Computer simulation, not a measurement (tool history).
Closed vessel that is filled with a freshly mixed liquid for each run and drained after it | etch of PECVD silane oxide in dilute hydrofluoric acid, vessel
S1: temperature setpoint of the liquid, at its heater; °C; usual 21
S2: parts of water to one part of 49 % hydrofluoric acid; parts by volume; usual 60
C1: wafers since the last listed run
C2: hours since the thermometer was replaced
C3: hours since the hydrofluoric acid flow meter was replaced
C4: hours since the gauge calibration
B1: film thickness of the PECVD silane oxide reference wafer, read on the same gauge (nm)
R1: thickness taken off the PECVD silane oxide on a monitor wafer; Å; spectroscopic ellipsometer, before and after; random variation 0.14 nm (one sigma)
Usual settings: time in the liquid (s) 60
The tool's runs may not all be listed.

run 1 hour=0 | S1=21 S2=60 time_in_the_liquid_(s)=35 | C1=0 C2=1593.7 C3=361 C4=140.5 | B1=40.02 | R1=239.8
run 2 hour=69.7 | S1=21 S2=60 time_in_the_liquid_(s)=35 | C1=10011 C2=1663.4 C3=430.7 C4=210.2 | B1=40.03 | R1=239.5
run 3 hour=126.4 | S1=21 S2=60 time_in_the_liquid_(s)=35 | C1=8144 C2=1720.1 C3=487.4 C4=266.9 | B1=40.04 | R1=238.9
run 4 hour=190.2 | S1=21 S2=60 time_in_the_liquid_(s)=50 | C1=9163 C2=1783.9 C3=551.2 C4=330.7 | B1=40.03 | R1=343
run 5 hour=225.8 | S1=21 S2=60 time_in_the_liquid_(s)=50 | C1=5113 C2=1819.5 C3=586.8 C4=366.3 | B1=39.97 | R1=342.3
run 6 hour=254.5 | S1=21 S2=60 time_in_the_liquid_(s)=50 | C1=4122 C2=1848.2 C3=615.5 C4=395 | B1=39.99 | R1=343.3
-- hour=268.6 gauge calibrated
run 7 hour=291.5 | S1=21 S2=45 time_in_the_liquid_(s)=60 | C1=5314 C2=1885.2 C3=652.5 C4=22.9 | B1=39.96 | R1=552.3
-- hour=318.5 thermometer replaced
run 8 hour=323 | S1=21 S2=45 time_in_the_liquid_(s)=60 | C1=4380 C2=4.5 C3=684 C4=54.4 | B1=39.99 | R1=557.5
run 9 hour=361.3 | S1=18.5 S2=45 time_in_the_liquid_(s)=75 | C1=5501 C2=42.8 C3=722.3 C4=92.7 | B1=40.02 | R1=627.6
run 10 hour=400.5 | S1=17 S2=45 time_in_the_liquid_(s)=60 | C1=5630 C2=82 C3=761.5 C4=131.9 | B1=39.96 | R1=470.2
-- hour=422.4 hydrofluoric acid flow meter replaced
run 11 hour=433 | S1=25 S2=75 time_in_the_liquid_(s)=80 | C1=4524 C2=114.5 C3=10.6 C4=164.4 | B1=40.04 | R1=502.6
run 12 hour=486 | S1=21 S2=60 time_in_the_liquid_(s)=60 | C1=7612 C2=167.5 C3=63.6 C4=217.4 | B1=40 | R1=411.4
run 13 hour=550.5 | S1=17 S2=40 time_in_the_liquid_(s)=80 | C1=9264 C2=232 C3=128.1 C4=281.9 | B1=39.95 | R1=708.8
run 14 hour=613 | S1=21 S2=60 time_in_the_liquid_(s)=90 | C1=8977 C2=294.5 C3=190.6 C4=344.4 | B1=40.02 | R1=613.3
-- hour=630.7 gauge calibrated
run 15 hour=668.1 | S1=21 S2=60 time_in_the_liquid_(s)=60 | C1=7914 C2=349.6 C3=245.7 C4=37.4 | B1=39.95 | R1=408.5
run 16 hour=813.2 | S1=25 S2=75 time_in_the_liquid_(s)=90 | C1=20841 C2=494.7 C3=390.8 C4=182.5 | B1=39.98 | R1=570.2

How the hidden state differs across the entries between the runs, from the last listed run before each to the first after it:
Between runs 6 and 7: gauge calibrated (hour 268.6)
  no hidden state differs between the two runs
Between runs 7 and 8: thermometer replaced (hour 318.5)
  no hidden state differs between the two runs
Between runs 10 and 11: hydrofluoric acid flow meter replaced (hour 422.4)
  no hidden state differs between the two runs
Between runs 14 and 15: gauge calibrated (hour 630.7)
  no hidden state differs between the two runs
